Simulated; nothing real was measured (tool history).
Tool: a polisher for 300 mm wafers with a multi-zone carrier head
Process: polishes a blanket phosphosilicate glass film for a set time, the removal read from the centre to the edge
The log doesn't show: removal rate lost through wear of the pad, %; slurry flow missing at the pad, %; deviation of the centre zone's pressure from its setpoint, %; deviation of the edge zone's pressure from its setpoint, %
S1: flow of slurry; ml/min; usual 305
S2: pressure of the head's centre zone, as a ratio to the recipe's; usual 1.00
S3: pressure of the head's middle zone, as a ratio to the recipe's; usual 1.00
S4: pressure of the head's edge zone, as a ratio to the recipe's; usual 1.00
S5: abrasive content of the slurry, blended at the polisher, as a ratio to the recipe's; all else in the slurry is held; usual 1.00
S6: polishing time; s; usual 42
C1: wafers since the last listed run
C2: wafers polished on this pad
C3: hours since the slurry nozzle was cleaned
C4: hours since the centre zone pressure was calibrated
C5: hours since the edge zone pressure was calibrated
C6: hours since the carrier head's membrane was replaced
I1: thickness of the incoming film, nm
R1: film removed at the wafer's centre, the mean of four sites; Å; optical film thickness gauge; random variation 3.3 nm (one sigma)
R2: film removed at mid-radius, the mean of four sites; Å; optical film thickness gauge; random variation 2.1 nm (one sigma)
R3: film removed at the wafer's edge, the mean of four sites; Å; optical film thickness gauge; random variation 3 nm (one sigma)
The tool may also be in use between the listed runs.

run 1 hour=0.0 | S1=305 S2=1.00 S3=1.00 S4=1.00 S5=1.00 S6=42 | C1=0 C2=1599 C3=263.0 C4=376.7 C5=906.0 C6=841.9 | I1=4724.6 | R1=2589 R2=2357 R3=2368
run 2 hour=106.6 | S1=305 S2=1.00 S3=1.00 S4=1.00 S5=1.00 S6=33 | C1=981 C2=2580 C3=369.6 C4=483.3 C5=1012.6 C6=948.5 | I1=4773.4 | R1=1974 R2=1828 R3=1831
-- hour=186.3 edge zone pressure recalibrated
-- hour=211.9 carrier head's membrane replaced by a new one
run 3 hour=212.4 | S1=305 S2=1.00 S3=1.00 S4=0.91 S5=1.00 S6=42 | C1=909 C2=3490 C3=475.4 C4=589.1 C5=26.1 C6=0.5 | I1=4777.1 | R1=2589 R2=2303 R3=2268
run 4 hour=283.2 | S1=370 S2=1.00 S3=1.00 S4=1.08 S5=1.00 S6=42 | C1=651 C2=4141 C3=546.2 C4=659.9 C5=96.9 C6=71.3 | I1=4804.2 | R1=2577 R2=2305 R3=2416
run 5 hour=341.0 | S1=305 S2=1.00 S3=1.00 S4=1.00 S5=1.00 S6=29 | C1=531 C2=4673 C3=604.0 C4=717.7 C5=154.7 C6=129.1 | I1=4853.6 | R1=1765 R2=1580 R3=1569
run 6 hour=396.4 | S1=305 S2=0.90 S3=1.00 S4=1.00 S5=1.00 S6=42 | C1=509 C2=5183 C3=659.4 C4=773.1 C5=210.1 C6=184.5 | I1=4838.4 | R1=2238 R2=2208 R3=2296
run 7 hour=436.2 | S1=270 S2=1.00 S3=1.00 S4=1.00 S5=1.00 S6=42 | C1=366 C2=5549 C3=699.2 C4=812.9 C5=249.9 C6=224.3 | I1=4772.5 | R1=2455 R2=2203 R3=2219
-- hour=445.4 centre zone pressure recalibrated
-- hour=448.0 slurry nozzle cleaned
run 8 hour=488.6 | S1=305 S2=1.00 S3=1.00 S4=1.00 S5=1.00 S6=42 | C1=454 C2=6004 C3=40.6 C4=43.2 C5=302.3 C6=276.7 | I1=4755.8 | R1=2200 R2=2223 R3=2215
run 9 hour=550.1 | S1=305 S2=1.00 S3=0.95 S4=1.00 S5=1.00 S6=54 | C1=565 C2=6570 C3=102.1 C4=104.7 C5=363.8 C6=338.2 | I1=4815.4 | R1=2910 R2=2630 R3=2764
run 10 hour=587.4 | S1=270 S2=1.00 S3=1.00 S4=1.00 S5=1.00 S6=48 | C1=343 C2=6913 C3=139.4 C4=142.0 C5=401.1 C6=375.5 | I1=4797.8 | R1=2542 R2=2414 R3=2446
-- hour=639.9 worn pad replaced by a new one
run 11 hour=680.1 | S1=305 S2=1.00 S3=1.00 S4=1.00 S5=1.00 S6=42 | C1=816 C2=370 C3=232.1 C4=234.7 C5=493.8 C6=468.2 | I1=4821.0 | R1=2498 R2=2370 R3=2390
run 12 hour=754.3 | S1=305 S2=1.00 S3=1.00 S4=1.00 S5=1.00 S6=48 | C1=682 C2=1053 C3=306.3 C4=308.9 C5=568.0 C6=542.4 | I1=4779.5 | R1=2977 R2=2740 R3=2789
run 13 hour=790.5 | S1=305 S2=1.00 S3=1.00 S4=1.00 S5=1.00 S6=42 | C1=333 C2=1386 C3=342.5 C4=345.1 C5=604.2 C6=578.6 | I1=4814.3 | R1=2544 R2=2328 R3=2372
run 14 hour=868.5 | S1=305 S2=1.00 S3=1.00 S4=1.00 S5=1.00 S6=42 | C1=717 C2=2104 C3=420.5 C4=423.1 C5=682.2 C6=656.6 | I1=4816.3 | R1=2499 R2=2321 R3=2355
run 15 hour=962.6 | S1=305 S2=1.00 S3=1.00 S4=1.00 S5=1.00 S6=42 | C1=865 C2=2970 C3=514.6 C4=517.2 C5=776.3 C6=750.7 | I1=4734.4 | R1=2527 R2=2319 R3=2376
run 16 hour=1044.5 | S1=305 S2=1.00 S3=1.00 S4=0.88 S5=1.00 S6=50 | C1=753 C2=3723 C3=596.5 C4=599.1 C5=858.2 C6=832.6 | I1=4851.1 | R1=2987 R2=2765 R3=2552
-- hour=1113.2 carrier head's membrane replaced by a new one
run 17 hour=1126.4 | S1=305 S2=1.09 S3=1.00 S4=1.00 S5=0.90 S6=42 | C1=707 C2=4431 C3=678.4 C4=681.0 C5=940.1 C6=13.2 | I1=4759.3 | R1=2648 R2=2180 R3=2154
-- hour=1163.6 slurry nozzle cleaned
run 18 hour=1213.3 | S1=305 S2=1.00 S3=1.00 S4=1.00 S5=1.10 S6=32 | C1=790 C2=5221 C3=49.7 C4=767.9 C5=1027.0 C6=100.1 | I1=4818.2 | R1=1918 R2=1740 R3=1765
run 19 hour=1281.7 | S1=305 S2=1.00 S3=1.00 S4=1.00 S5=1.00 S6=42 | C1=629 C2=5851 C3=118.1 C4=836.3 C5=1095.4 C6=168.5 | I1=4778.2 | R1=2381 R2=2180 R3=2217
-- hour=1342.3 centre zone pressure recalibrated
-- hour=1346.7 edge zone pressure recalibrated
run 20 hour=1350.2 | S1=305 S2=1.00 S3=1.00 S4=1.00 S5=1.00 S6=42 | C1=593 C2=6444 C3=186.6 C4=7.9 C5=3.5 C6=237.0 | I1=4708.2 | R1=2089 R2=2170 R3=2197
run 21 hour=1397.8 | S1=365 S2=1.00 S3=1.00 S4=1.00 S5=1.00 S6=42 | C1=438 C2=6883 C3=234.2 C4=55.5 C5=51.1 C6=284.6 | I1=4801.2 | R1=2173 R2=2154 R3=2132
-- hour=1463.2 worn pad replaced by a new one
run 22 hour=1498.4 | S1=305 S2=1.00 S3=1.04 S4=1.00 S5=1.00 S6=27 | C1=888 C2=323 C3=334.8 C4=156.1 C5=151.7 C6=385.2 | I1=4856.5 | R1=1582 R2=1584 R3=1558

3 ways to go on from here, each from the tool as it stands after run 22. What would each give?
run A hour=1498.8 | S1=305 S2=1.00 S3=1.07 S4=1.00 S5=1.00 S6=42 | C1=3 C2=327 C3=335.2 C4=156.5 C5=152.1 C6=385.6 | I1=4825.0 | R1=? R2=? R3=?
run B hour=1498.8 | S1=305 S2=0.96 S3=1.00 S4=1.00 S5=0.75 S6=42 | C1=3 C2=327 C3=335.2 C4=156.5 C5=152.1 C6=385.6 | I1=4825.0 | R1=? R2=? R3=?
run C hour=1498.8 | S1=305 S2=1.03 S3=1.00 S4=1.00 S5=1.00 S6=42 | C1=3 C2=327 C3=335.2 C4=156.5 C5=152.1 C6=385.6 | I1=4825.0 | R1=? R2=? R3=?

run=A R1=2411 R2=2527 R3=2367
run=B R1=2087 R2=2154 R3=2138
run=C R1=2482 R2=2386 R3=2369
Without the tool's hidden state the same runs would have given:
run=A R1=2307 R2=2532 R3=2371
run=B R1=1998 R2=2158 R3=2142
run=C R1=2376 R2=2390 R3=2373
